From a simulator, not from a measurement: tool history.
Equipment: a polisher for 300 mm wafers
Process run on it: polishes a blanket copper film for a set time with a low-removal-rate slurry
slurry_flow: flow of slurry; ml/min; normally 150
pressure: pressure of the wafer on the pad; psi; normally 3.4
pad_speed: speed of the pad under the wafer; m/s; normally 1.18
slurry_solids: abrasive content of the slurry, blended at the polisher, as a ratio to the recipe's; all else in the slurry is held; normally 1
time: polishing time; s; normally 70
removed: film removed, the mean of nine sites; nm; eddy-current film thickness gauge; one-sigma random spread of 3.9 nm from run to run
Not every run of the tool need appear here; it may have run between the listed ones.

| run | day | slurry_flow | pressure | pad_speed | slurry_solids | time | wafers since the last listed run | wafers polished on this pad | hours since the slurry nozzle was cleaned | hours since the head pressure was calibrated | hours since the slurry blender was calibrated | incoming thickness of the incoming film, nm | removed |
|---|---|---|---|---|---|---|---|---|---|---|---|---|---|
| 1 | 0 | 150 | 3.4 | 1.18 | 1 | 70 | 0 | 650 | 367.6 | 20.4 | 16.3 | 1241 | 304 |
| 2 | 0.596 | 150 | 3.4 | 1.18 | 1 | 70 | 169 | 819 | 381.9 | 34.7 | 30.6 | 1228.6 | 312.5 |
| 3 | 1.067 | 150 | 3.4 | 1.18 | 1 | 70 | 133 | 953 | 393.2 | 46 | 41.9 | 1242.7 | 313.4 |
| 4 | 1.45 | 150 | 2.8 | 1.18 | 1 | 70 | 108 | 1062 | 402.4 | 55.2 | 51.1 | 1223.5 | 283.5 |
| 5 | 1.775 | 150 | 2.8 | 1.18 | 1 | 70 | 92 | 1155 | 410.2 | 63 | 58.9 | 1234.1 | 277.3 |
| 6 | 2.271 | 150 | 2.8 | 1.18 | 1 | 70 | 140 | 1296 | 422.1 | 74.9 | 70.8 | 1242.5 | 281.5 |
|  | 2.525 | worn pad replaced by a new one |
| 7 | 2.546 | 150 | 3.4 | 1.18 | 1 | 70 | 30 | 5 | 428.7 | 81.5 | 77.4 | 1233 | 321.9 |
| 8 | 2.95 | 150 | 3.4 | 1.18 | 1 | 70 | 114 | 120 | 438.4 | 91.2 | 87.1 | 1242.7 | 317.3 |
| 9 | 3.688 | 105 | 3.9 | 1.18 | 1.2 | 70 | 209 | 330 | 456.1 | 108.9 | 104.8 | 1238.2 | 342.1 |
| 10 | 4.425 | 150 | 3.4 | 1.18 | 1 | 70 | 209 | 539 | 473.8 | 126.6 | 122.5 | 1245.8 | 314.2 |
| 11 | 5.033 | 120 | 3.4 | 1.18 | 1.15 | 70 | 172 | 712 | 488.4 | 141.2 | 137.1 | 1236.9 | 318.7 |
| 12 | 5.617 | 130 | 2.3 | 1.48 | 1 | 52 | 165 | 878 | 502.4 | 155.2 | 151.1 | 1248.1 | 232.9 |
| 13 | 5.983 | 190 | 3.4 | 1.18 | 0.75 | 87 | 104 | 982 | 511.2 | 164 | 159.9 | 1223.3 | 383.9 |
| 14 | 6.421 | 190 | 3.8 | 1.18 | 0.8 | 78 | 124 | 1107 | 521.7 | 174.5 | 170.4 | 1228.1 | 390.6 |
| 15 | 6.725 | 150 | 4.3 | 0.9 | 0.8 | 56 | 86 | 1193 | 529 | 181.8 | 177.7 | 1224.4 | 220.1 |
| 16 | 7.262 | 105 | 3.4 | 1.18 | 1.3 | 79 | 152 | 1346 | 541.9 | 194.7 | 190.6 | 1223.5 | 365.5 |
|  | 7.558 | worn pad replaced by a new one |
| 17 | 7.958 | 150 | 3.4 | 1.18 | 0.75 | 70 | 150 | 113 | 558.6 | 211.4 | 207.3 | 1242.1 | 307.4 |
|  | 8.35 | slurry nozzle cleaned |
| 18 | 8.371 | 150 | 3.4 | 1.18 | 1 | 52 | 105 | 218 | 0.5 | 221.3 | 217.2 | 1242.5 | 241.7 |
| 19 | 9.342 | 110 | 2.5 | 1.38 | 1 | 70 | 275 | 494 | 23.8 | 244.6 | 240.5 | 1241.9 | 293.3 |
| 20 | 10.046 | 185 | 3.4 | 1.4 | 0.9 | 82 | 200 | 694 | 40.7 | 261.5 | 257.4 | 1204.6 | 451.3 |
|  | 10.479 | slurry blender recalibrated |
| 21 | 10.775 | 150 | 2.8 | 1.18 | 1 | 70 | 183 | 878 | 58.2 | 279 | 7.1 | 1250.1 | 287.2 |
| 22 | 11.483 | 150 | 3.4 | 1.18 | 1.1 | 83 | 201 | 1079 | 75.2 | 296 | 24.1 | 1231.2 | 397.5 |
|  | 12.117 | worn pad replaced by a new one |
| 23 | 12.167 | 150 | 3.4 | 1.34 | 1 | 83 | 146 | 14 | 91.6 | 312.4 | 40.5 | 1215.2 | 448.6 |
| 24 | 12.767 | 150 | 3.4 | 1.18 | 1 | 70 | 170 | 185 | 106 | 326.8 | 54.9 | 1239.9 | 322.8 |
| 25 | 13.383 | 150 | 3.4 | 1.18 | 1 | 70 | 175 | 360 | 120.8 | 341.6 | 69.7 | 1233.1 | 322.7 |
| 26 | 14.012 | 150 | 4.1 | 0.8 | 1 | 70 | 178 | 539 | 135.9 | 356.7 | 84.8 | 1236.1 | 251.7 |
| 27 | 14.638 | 150 | 2.8 | 1.18 | 1 | 70 | 177 | 717 | 150.9 | 371.7 | 99.8 | 1214.9 | 288.3 |
| 28 | 15.292 | 185 | 3.4 | 1.18 | 1 | 70 | 185 | 903 | 166.6 | 387.4 | 115.5 | 1245.2 | 338.5 |
| 29 | 15.758 | 150 | 3.4 | 1.18 | 1 | 70 | 132 | 1035 | 177.8 | 398.6 | 126.7 | 1225.7 | 332.3 |
| 30 | 16.246 | 150 | 3.4 | 1.18 | 1.2 | 89 | 138 | 1174 | 189.5 | 410.3 | 138.4 | 1243.7 | 432.2 |

Describe how what the log doesn't record of the tool's condition differs between the last listed run preceding each entry between runs and the first listed run following it.
Logged between run 6 and run 7: worn pad replaced by a new one (day 2.525)
  deviation of the head's pressure from its setpoint, %: 3.64 -> 3.84
  the result without the hidden state subtracted from the measured one, removed: +6.4 -> +7.6 nm
Logged between run 16 and run 17: worn pad replaced by a new one (day 7.558)
  deviation of the head's pressure from its setpoint, %: 6.7 -> 7.05
  the result without the hidden state subtracted from the measured one, removed: +14.9 -> +13.1 nm
Logged between run 17 and run 18: slurry nozzle cleaned (day 8.35)
  deviation of the head's pressure from its setpoint, %: 7.05 -> 7.24
  the result without the hidden state subtracted from the measured one, removed: +13.1 -> +10.6 nm
Logged between run 20 and run 21: slurry blender recalibrated (day 10.479)
  deviation of the head's pressure from its setpoint, %: 7.99 -> 8.28
  the result without the hidden state subtracted from the measured one, removed: +21.8 -> +14.4 nm
Logged between run 22 and run 23: worn pad replaced by a new one (day 12.117)
  deviation of the head's pressure from its setpoint, %: 8.55 -> 8.8
  the result without the hidden state subtracted from the measured one, removed: +20.5 -> +23.8 nm
